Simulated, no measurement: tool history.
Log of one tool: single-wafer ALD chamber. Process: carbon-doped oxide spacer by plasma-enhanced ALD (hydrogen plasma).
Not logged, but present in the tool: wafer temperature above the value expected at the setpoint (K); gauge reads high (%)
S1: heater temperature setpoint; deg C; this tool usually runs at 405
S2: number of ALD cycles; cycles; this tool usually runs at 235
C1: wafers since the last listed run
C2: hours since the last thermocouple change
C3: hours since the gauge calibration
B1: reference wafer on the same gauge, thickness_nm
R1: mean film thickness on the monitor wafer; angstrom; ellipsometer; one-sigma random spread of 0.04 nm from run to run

run,day,S1,S2,C1,C2,C3,B1,R1
1,0,405,235,0,19.4,309,13.209,130.71
2,1.625,405,235,65,58.4,348,13.212,130.44
3,4,405,235,96,115.4,405,13.194,131.44
4,5.696,405,235,68,156.1,445.7,13.203,132
5,7.95,405,235,91,210.2,499.8,13.205,131.58
6,9.892,405,235,78,256.8,546.4,13.19,131.31
7,10.946,405,263,42,282.1,571.7,13.199,147.33
8,12.8,405,235,75,326.6,616.2,13.194,131.94
9,14.971,411,235,88,378.7,668.3,13.202,129.1
10,16.562,411,235,64,416.9,706.5,13.197,129.78
11,18.912,411,235,95,473.3,762.9,13.198,129.14
12,19.975,400,214,43,498.8,788.4,13.207,121.4
13,21.192,400,214,49,528,817.6,13.203,120.55
14,24.25,400,214,124,601.4,891,13.208,120.79
15,27.221,412,235,120,672.7,962.3,13.199,129.71
16,28.646,410,235,57,706.9,996.5,13.215,130.02
17,30.15,410,235,61,743,1032.6,13.207,130.73
18,31.979,405,235,74,786.9,1076.5,13.191,131.85
19,36.229,405,235,172,888.9,1178.5,13.206,132.02
20,37.667,405,235,58,923.4,1213,13.201,132.23
21,38.808,405,235,46,950.8,1240.4,13.213,131.65
22,39.971,405,235,47,978.7,1268.3,13.202,131.87
23,41.404,405,235,58,1013.1,1302.7,13.194,131.67
24,43.754,419,273,95,1069.5,1359.1,13.203,146.93
25,49.912,399,221,249,1217.3,1506.9,13.197,125.26
26,51.967,399,276,83,1266.6,1556.2,13.197,156.44
27,54.925,412,252,120,1337.6,1627.2,13.202,138.93
28,57.004,401,276,84,1387.5,1677.1,13.186,156.68
29,59.121,405,235,85,1438.3,1727.9,13.209,131.75
30,60.321,405,235,48,1467.1,1756.7,13.194,132.73
31,62.892,411,235,104,1528.8,1818.4,13.201,129.86
# day 63.817: gauge calibrated
32,64.638,405,207,70,1570.7,19.7,13.193,116.84
33,65.896,405,278,51,1600.9,49.9,13.201,156.52
# day 66.896: thermocouple changed; heater temperature recalibrated
34,67.062,414,262,33,4,77.9,13.195,144.22
35,68.475,409,235,57,37.9,111.8,13.189,131.68
36,71.458,398,190,121,109.5,183.4,13.198,107.58
37,73.942,418,262,100,169.1,243,13.213,143.09
38,75.696,405,235,71,211.2,285.1,13.204,132.88
39,77.571,405,217,76,256.2,330.1,13.198,123.72
# day 83.717: thermocouple changed; heater temperature recalibrated, repeated, since the last time left the tool worse
40,85.396,405,272,303,40.3,517.9,13.205,152.1
41,87.342,420,253,78,87,564.6,13.201,135.75
42,88.717,390,270,55,120,597.6,13.197,152.46
43,90.821,414,250,85,170.5,648.1,13.199,136.06
44,93.558,399,197,111,236.2,713.8,13.197,111.31
45,95.233,391,220,67,276.4,754,13.195,124.36
46,97.846,405,273,105,339.1,816.7,13.202,153.61
47,99.038,405,235,48,367.7,845.3,13.198,131.42

3 ways to go on from here, each from the tool as it stands after run 47. What would each give?
A,99.071,416,235,1,368.5,846.1,?,?
B,99.071,411,263,1,368.5,846.1,?,?
C,99.071,411,247,1,368.5,846.1,?,?

run,B1,R1
A,13.193,127.28
B,13.193,144.4
C,13.193,135.62
Take away the tool's hidden state, keep each run's random variation, and the runs would have read:
run,R1
A,126.69
B,143.75
C,135

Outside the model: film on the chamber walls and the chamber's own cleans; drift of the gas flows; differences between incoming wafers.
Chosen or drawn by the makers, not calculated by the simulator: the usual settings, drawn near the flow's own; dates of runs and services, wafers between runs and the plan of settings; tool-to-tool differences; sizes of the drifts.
